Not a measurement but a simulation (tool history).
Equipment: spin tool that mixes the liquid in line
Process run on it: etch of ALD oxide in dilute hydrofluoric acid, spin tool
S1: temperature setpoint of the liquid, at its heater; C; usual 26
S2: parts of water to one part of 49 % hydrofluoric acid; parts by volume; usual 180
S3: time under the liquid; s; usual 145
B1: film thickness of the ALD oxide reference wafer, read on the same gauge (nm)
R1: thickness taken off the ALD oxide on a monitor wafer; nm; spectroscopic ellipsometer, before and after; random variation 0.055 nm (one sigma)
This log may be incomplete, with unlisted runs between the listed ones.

run   hour    S1   S2   S3     B1     R1
  1      0    26  180  145  80.02  15.56
  2   28.7    26  180  105  80.01  11.23
  3   42.6    26  180  105  79.99  11.22
  4   69.8    26  180  145  79.97  15.56
  5   95.3    26  180  145  80.03  15.52
  6  125.7    26  180  145  80.01  15.48
  7  150.3    24  180  145     80   14.4
  8  174.1    24  180  145  79.99  14.34
  9  208.9    24  180  145  79.97   14.3
 10  224.2    26  180  190  80.03  20.24
 11  255.5    26  180  170  79.98  17.95
     277.9  -- gauge calibrated
 12    289    26  180  145  80.01  15.25
 13  323.9    22  205  185  80.02  14.43
 14  356.7    26  180  145  79.98  15.22
 15  380.9    29  155  175  79.99  24.64
 16  400.8    30   95   90  80.01  23.36
       414  -- hydrofluoric acid flow meter replaced
     415.2  -- thermometer replaced
 17  430.9    22  250  200     80  11.65
 18  466.5    30  240  210     80  16.97
 19    480    26  230  145     80  10.85
 20  495.1    26  180  145  80.02  14.69
 21  514.9    26  180  145  80.01  14.54
 22  534.3  22.5  145  210  79.98  24.09
 23  551.9  21.5  125  180  79.99  23.43

Here are 5 independent what-if runs from the current tool condition. What would each one return?
  A  552.4  28.5  180  145   ?   ?
  B  552.4  29.5  180  145   ?   ?
  C  552.4    26  255   80   ?   ?
  D  552.4  30.5  145   60   ?   ?
  E  552.4    26  180   95   ?   ?

run     B1     R1
  A  79.99  16.01
  B  79.99  16.59
  C  79.99   5.24
  D  79.99   9.24
  E  79.99   9.59
What these runs would have given with no unlogged condition in the tool:
run     R1
  A  16.11
  B   16.7
  C   5.28
  D    9.3
  E   9.64
